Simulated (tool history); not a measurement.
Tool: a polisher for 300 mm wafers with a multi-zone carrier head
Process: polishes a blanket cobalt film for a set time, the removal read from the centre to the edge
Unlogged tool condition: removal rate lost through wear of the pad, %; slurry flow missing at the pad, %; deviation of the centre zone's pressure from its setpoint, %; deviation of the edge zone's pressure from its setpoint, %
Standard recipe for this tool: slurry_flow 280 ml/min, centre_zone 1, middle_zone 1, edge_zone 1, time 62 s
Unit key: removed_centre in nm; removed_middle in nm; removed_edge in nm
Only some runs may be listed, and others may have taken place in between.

| run | hour | slurry_flow | centre_zone | middle_zone | edge_zone | time | wafers since the last listed run | wafers polished on this pad | hours since the slurry nozzle was cleaned | hours since the centre zone pressure was calibrated | hours since the edge zone pressure was calibrated | hours since the carrier head's membrane was replaced | incoming thickness of the incoming film, nm | removed_centre | removed_middle | removed_edge |
|---|---|---|---|---|---|---|---|---|---|---|---|---|---|---|---|---|
| 1 | 0 | 280 | 1 | 1 | 1 | 62 | 0 | 4159 | 256.7 | 1200.5 | 75.6 | 1171.5 | 849.3 | 300.7 | 257.2 | 265.1 |
|  | 28.7 | worn pad replaced by a new one |
| 2 | 29.2 | 280 | 1.11 | 1.09 | 0.91 | 43 | 250 | 5 | 285.9 | 1229.7 | 104.8 | 1200.7 | 859.8 | 222.4 | 193.2 | 173.9 |
|  | 195.2 | slurry nozzle cleaned |
|  | 203.8 | centre zone pressure recalibrated |
| 3 | 242.4 | 280 | 1 | 1 | 1 | 62 | 2089 | 2095 | 47.2 | 38.6 | 318 | 1413.9 | 867.5 | 258.9 | 258.1 | 268 |
| 4 | 302.1 | 340 | 0.9 | 1.07 | 1 | 44 | 593 | 2688 | 106.9 | 98.3 | 377.7 | 1473.6 | 865.9 | 166.4 | 192.3 | 187.7 |
|  | 315.3 | carrier head's membrane replaced by a new one |
| 5 | 342.3 | 280 | 1 | 0.91 | 1 | 75 | 349 | 3038 | 147.1 | 138.5 | 417.9 | 27 | 848 | 312.7 | 283.4 | 321.6 |
|  | 350.9 | edge zone pressure recalibrated |
| 6 | 390.6 | 280 | 0.92 | 1.07 | 1 | 62 | 460 | 3498 | 195.4 | 186.8 | 39.7 | 75.3 | 860 | 242.7 | 266.3 | 260.1 |
| 7 | 459.4 | 280 | 1 | 1 | 1 | 62 | 683 | 4182 | 264.2 | 255.6 | 108.5 | 144.1 | 852.9 | 257.8 | 257.7 | 270.6 |
|  | 485.2 | worn pad replaced by a new one |
| 8 | 516.4 | 280 | 1 | 1 | 1.09 | 62 | 526 | 309 | 321.2 | 312.6 | 165.5 | 201.1 | 847.2 | 267.7 | 255.3 | 277.5 |
| 9 | 579.1 | 280 | 1 | 1 | 1 | 62 | 623 | 933 | 383.9 | 375.3 | 228.2 | 263.8 | 862.7 | 267.3 | 254.2 | 264 |
| 10 | 608.8 | 360 | 1 | 1 | 1 | 62 | 295 | 1228 | 413.6 | 405 | 257.9 | 293.5 | 845 | 280.8 | 262.5 | 265.4 |
| 11 | 634.7 | 375 | 0.91 | 0.9 | 1 | 56 | 257 | 1485 | 439.5 | 430.9 | 283.8 | 319.4 | 849.3 | 229.3 | 217.1 | 244.9 |
|  | 661.2 | slurry nozzle cleaned |
| 12 | 697 | 280 | 1 | 0.96 | 1 | 54 | 609 | 2095 | 35.8 | 493.2 | 346.1 | 381.7 | 855.9 | 240.6 | 218.8 | 226.9 |
| 13 | 733.5 | 280 | 1 | 1 | 1.08 | 77 | 362 | 2458 | 72.3 | 529.7 | 382.6 | 418.2 | 850.9 | 340.4 | 319.2 | 346.9 |
| 14 | 767.3 | 370 | 0.93 | 1 | 0.89 | 62 | 336 | 2794 | 106.1 | 563.5 | 416.4 | 452 | 849.2 | 261.6 | 263.4 | 255.8 |
| 15 | 806.6 | 310 | 1 | 1 | 1 | 41 | 390 | 3184 | 145.4 | 602.8 | 455.7 | 491.3 | 850.2 | 191.3 | 169.8 | 179.7 |
|  | 835.3 | edge zone pressure recalibrated |
| 16 | 863.4 | 280 | 1 | 1 | 1 | 62 | 544 | 3729 | 202.2 | 659.6 | 28.1 | 548.1 | 872.6 | 279.8 | 255.4 | 269.1 |
|  | 890 | worn pad replaced by a new one |
| 17 | 932.2 | 280 | 1 | 1.11 | 1 | 62 | 644 | 419 | 271 | 728.4 | 96.9 | 616.9 | 849.1 | 278.4 | 283.5 | 265.4 |
| 18 | 980.5 | 330 | 1 | 1 | 1 | 76 | 480 | 899 | 319.3 | 776.7 | 145.2 | 665.2 | 848.3 | 347.3 | 321.2 | 332.4 |
| 19 | 1024.7 | 280 | 1 | 1 | 1.06 | 75 | 439 | 1339 | 363.5 | 820.9 | 189.4 | 709.4 | 868.7 | 337.6 | 308.3 | 334.7 |
| 20 | 1082.6 | 280 | 1 | 0.92 | 1 | 41 | 575 | 1914 | 421.4 | 878.8 | 247.3 | 767.3 | 849.6 | 187.5 | 159.1 | 175.1 |
|  | 1093.9 | slurry nozzle cleaned |
| 21 | 1119.5 | 280 | 1 | 0.9 | 1 | 62 | 356 | 2271 | 25.6 | 915.7 | 284.2 | 804.2 | 850.1 | 278.1 | 235.9 | 263.4 |
| 22 | 1171.3 | 240 | 1.09 | 1 | 1 | 62 | 514 | 2786 | 77.4 | 967.5 | 336 | 856 | 860.5 | 301.2 | 248.7 | 262.3 |
| 23 | 1211.6 | 330 | 0.91 | 1 | 0.94 | 68 | 400 | 3187 | 117.7 | 1007.8 | 376.3 | 896.3 | 865.3 | 283.7 | 286.9 | 290.8 |

Forecast each of these 3 alternatives for the next run:
| A | 1212 | 280 | 1 | 1.03 | 1 | 62 | 3 | 3191 | 118.1 | 1008.2 | 376.7 | 896.7 | 845 | ? | ? | ? |
| B | 1212 | 280 | 1 | 1.07 | 1 | 47 | 3 | 3191 | 118.1 | 1008.2 | 376.7 | 896.7 | 845 | ? | ? | ? |
| C | 1212 | 280 | 1.12 | 1.06 | 1 | 80 | 3 | 3191 | 118.1 | 1008.2 | 376.7 | 896.7 | 845 | ? | ? | ? |

| run | removed_centre | removed_middle | removed_edge |
|---|---|---|---|
| A | 290.5 | 261.4 | 266.5 |
| B | 220.3 | 204.7 | 201.9 |
| C | 419.9 | 345.3 | 343.7 |
Without the tool's unlogged condition, the same runs would have read:
| run | removed_centre | removed_middle | removed_edge |
|---|---|---|---|
| A | 262.6 | 261.5 | 266.5 |
| B | 199.1 | 204.8 | 201.9 |
| C | 379.9 | 345.5 | 343.7 |
